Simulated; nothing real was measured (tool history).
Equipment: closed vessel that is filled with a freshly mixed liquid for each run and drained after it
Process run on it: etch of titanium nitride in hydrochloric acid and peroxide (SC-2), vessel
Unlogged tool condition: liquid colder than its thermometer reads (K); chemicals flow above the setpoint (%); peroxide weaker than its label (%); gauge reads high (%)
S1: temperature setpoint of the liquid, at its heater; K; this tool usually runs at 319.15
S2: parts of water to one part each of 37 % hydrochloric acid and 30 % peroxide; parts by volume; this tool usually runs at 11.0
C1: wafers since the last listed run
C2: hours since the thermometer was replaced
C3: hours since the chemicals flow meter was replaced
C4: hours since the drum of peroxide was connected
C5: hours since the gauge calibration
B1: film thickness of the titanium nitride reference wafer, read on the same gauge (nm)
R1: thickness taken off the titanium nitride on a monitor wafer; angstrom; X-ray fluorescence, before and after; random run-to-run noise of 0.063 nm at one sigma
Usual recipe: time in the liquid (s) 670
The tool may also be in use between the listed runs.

{"run": 1, "hour": 0.0, "S1": 316.15, "S2": 11.0, "time in the liquid (s)": 670, "C1": 0, "C2": 1105.7, "C3": 265.9, "C4": 107.7, "C5": 472.4, "B1": 80.01, "R1": 105.3}
{"run": 2, "hour": 29.8, "S1": 316.15, "S2": 11.0, "time in the liquid (s)": 670, "C1": 2040, "C2": 1135.5, "C3": 295.7, "C4": 137.5, "C5": 502.2, "B1": 79.97, "R1": 104.7}
{"run": 3, "hour": 60.6, "S1": 319.15, "S2": 11.0, "time in the liquid (s)": 670, "C1": 2109, "C2": 1166.3, "C3": 326.5, "C4": 168.3, "C5": 533.0, "B1": 80.03, "R1": 130.3}
{"hour": 63.2, "done": "gauge calibrated"}
{"run": 4, "hour": 76.6, "S1": 319.15, "S2": 11.0, "time in the liquid (s)": 670, "C1": 1095, "C2": 1182.3, "C3": 342.5, "C4": 184.3, "C5": 13.4, "B1": 80.02, "R1": 129.9}
{"run": 5, "hour": 91.2, "S1": 319.15, "S2": 15.0, "time in the liquid (s)": 670, "C1": 999, "C2": 1196.9, "C3": 357.1, "C4": 198.9, "C5": 28.0, "B1": 80.0, "R1": 99.9}
{"run": 6, "hour": 118.8, "S1": 319.15, "S2": 15.0, "time in the liquid (s)": 670, "C1": 1889, "C2": 1224.5, "C3": 384.7, "C4": 226.5, "C5": 55.6, "B1": 80.0, "R1": 100.2}
{"run": 7, "hour": 145.6, "S1": 319.15, "S2": 11.0, "time in the liquid (s)": 670, "C1": 1835, "C2": 1251.3, "C3": 411.5, "C4": 253.3, "C5": 82.4, "B1": 79.99, "R1": 130.8}
{"run": 8, "hour": 166.0, "S1": 315.65, "S2": 11.0, "time in the liquid (s)": 670, "C1": 1396, "C2": 1271.7, "C3": 431.9, "C4": 273.7, "C5": 102.8, "B1": 80.01, "R1": 103.0}
{"run": 9, "hour": 178.1, "S1": 321.65, "S2": 12.0, "time in the liquid (s)": 670, "C1": 828, "C2": 1283.8, "C3": 444.0, "C4": 285.8, "C5": 114.9, "B1": 80.01, "R1": 145.3}
{"run": 10, "hour": 205.5, "S1": 321.65, "S2": 12.0, "time in the liquid (s)": 670, "C1": 1876, "C2": 1311.2, "C3": 471.4, "C4": 313.2, "C5": 142.3, "B1": 80.0, "R1": 144.5}
{"run": 11, "hour": 229.8, "S1": 321.65, "S2": 12.0, "time in the liquid (s)": 670, "C1": 1663, "C2": 1335.5, "C3": 495.7, "C4": 337.5, "C5": 166.6, "B1": 80.01, "R1": 145.2}
{"run": 12, "hour": 260.6, "S1": 319.15, "S2": 11.0, "time in the liquid (s)": 670, "C1": 2109, "C2": 1366.3, "C3": 526.5, "C4": 368.3, "C5": 197.4, "B1": 80.0, "R1": 131.8}
{"run": 13, "hour": 350.5, "S1": 319.15, "S2": 11.0, "time in the liquid (s)": 670, "C1": 6156, "C2": 1456.2, "C3": 616.4, "C4": 458.2, "C5": 287.3, "B1": 79.99, "R1": 134.6}
{"run": 14, "hour": 374.9, "S1": 319.15, "S2": 11.0, "time in the liquid (s)": 355, "C1": 1670, "C2": 1480.6, "C3": 640.8, "C4": 482.6, "C5": 311.7, "B1": 80.03, "R1": 70.7}
{"hour": 384.5, "done": "new drum of peroxide connected"}
{"run": 15, "hour": 389.8, "S1": 319.15, "S2": 11.0, "time in the liquid (s)": 670, "C1": 951, "C2": 1495.5, "C3": 655.7, "C4": 5.3, "C5": 326.6, "B1": 80.0, "R1": 133.8}
{"hour": 400.8, "done": "thermometer replaced"}
{"run": 16, "hour": 420.0, "S1": 319.15, "S2": 11.0, "time in the liquid (s)": 670, "C1": 1999, "C2": 19.2, "C3": 685.9, "C4": 35.5, "C5": 356.8, "B1": 79.97, "R1": 135.1}
{"run": 17, "hour": 436.2, "S1": 311.15, "S2": 7.5, "time in the liquid (s)": 670, "C1": 1109, "C2": 35.4, "C3": 702.1, "C4": 51.7, "C5": 373.0, "B1": 80.0, "R1": 104.5}
{"run": 18, "hour": 462.6, "S1": 319.15, "S2": 14.0, "time in the liquid (s)": 810, "C1": 1807, "C2": 61.8, "C3": 728.5, "C4": 78.1, "C5": 399.4, "B1": 80.0, "R1": 132.7}
{"run": 19, "hour": 476.1, "S1": 310.15, "S2": 11.0, "time in the liquid (s)": 670, "C1": 924, "C2": 75.3, "C3": 742.0, "C4": 91.6, "C5": 412.9, "B1": 80.0, "R1": 72.0}
{"hour": 487.9, "done": "gauge calibrated"}
{"run": 20, "hour": 494.2, "S1": 319.15, "S2": 11.0, "time in the liquid (s)": 670, "C1": 1239, "C2": 93.4, "C3": 760.1, "C4": 109.7, "C5": 6.3, "B1": 79.99, "R1": 133.9}
{"hour": 506.1, "done": "chemicals flow meter replaced"}
{"run": 21, "hour": 524.9, "S1": 311.65, "S2": 11.0, "time in the liquid (s)": 995, "C1": 2033, "C2": 124.1, "C3": 18.8, "C4": 140.4, "C5": 37.0, "B1": 79.98, "R1": 110.6}
{"run": 22, "hour": 543.2, "S1": 321.65, "S2": 12.0, "time in the liquid (s)": 670, "C1": 1253, "C2": 142.4, "C3": 37.1, "C4": 158.7, "C5": 55.3, "B1": 80.02, "R1": 139.2}
{"run": 23, "hour": 557.1, "S1": 319.15, "S2": 11.0, "time in the liquid (s)": 1060, "C1": 951, "C2": 156.3, "C3": 51.0, "C4": 172.6, "C5": 69.2, "B1": 79.99, "R1": 199.1}
{"run": 24, "hour": 580.3, "S1": 328.15, "S2": 14.0, "time in the liquid (s)": 670, "C1": 1588, "C2": 179.5, "C3": 74.2, "C4": 195.8, "C5": 92.4, "B1": 80.01, "R1": 185.3}
{"run": 25, "hour": 610.3, "S1": 327.65, "S2": 11.0, "time in the liquid (s)": 670, "C1": 2054, "C2": 209.5, "C3": 104.2, "C4": 225.8, "C5": 122.4, "B1": 79.99, "R1": 223.6}
{"run": 26, "hour": 630.5, "S1": 319.15, "S2": 14.5, "time in the liquid (s)": 500, "C1": 1383, "C2": 229.7, "C3": 124.4, "C4": 246.0, "C5": 142.6, "B1": 79.99, "R1": 74.1}
{"run": 27, "hour": 643.8, "S1": 315.15, "S2": 11.0, "time in the liquid (s)": 670, "C1": 910, "C2": 243.0, "C3": 137.7, "C4": 259.3, "C5": 155.9, "B1": 80.0, "R1": 96.3}
{"run": 28, "hour": 679.2, "S1": 325.65, "S2": 11.0, "time in the liquid (s)": 670, "C1": 2424, "C2": 278.4, "C3": 173.1, "C4": 294.7, "C5": 191.3, "B1": 80.02, "R1": 196.6}

Alternative continuations, all from the tool just after run 28; predict every row:
{"run": "A", "hour": 680.0, "S1": 319.15, "S2": 11.0, "time in the liquid (s)": 805, "C1": 54, "C2": 279.2, "C3": 173.9, "C4": 295.5, "C5": 192.1, "B1": "?", "R1": "?"}
{"run": "B", "hour": 680.0, "S1": 319.15, "S2": 11.0, "time in the liquid (s)": 290, "C1": 54, "C2": 279.2, "C3": 173.9, "C4": 295.5, "C5": 192.1, "B1": "?", "R1": "?"}
{"run": "C", "hour": 680.0, "S1": 314.15, "S2": 14.5, "time in the liquid (s)": 845, "C1": 54, "C2": 279.2, "C3": 173.9, "C4": 295.5, "C5": 192.1, "B1": "?", "R1": "?"}
{"run": "D", "hour": 680.0, "S1": 324.15, "S2": 11.0, "time in the liquid (s)": 670, "C1": 54, "C2": 279.2, "C3": 173.9, "C4": 295.5, "C5": 192.1, "B1": "?", "R1": "?"}

run=A B1=80.02 R1=152.0
run=B B1=80.02 R1=54.8
run=C B1=80.02 R1=88.9
run=D B1=80.02 R1=177.1
The same runs, with their run-to-run variation unchanged, on a tool lacking any hidden condition would have given:
run=A R1=148.7
run=B R1=53.6
run=C R1=86.9
run=D R1=173.3

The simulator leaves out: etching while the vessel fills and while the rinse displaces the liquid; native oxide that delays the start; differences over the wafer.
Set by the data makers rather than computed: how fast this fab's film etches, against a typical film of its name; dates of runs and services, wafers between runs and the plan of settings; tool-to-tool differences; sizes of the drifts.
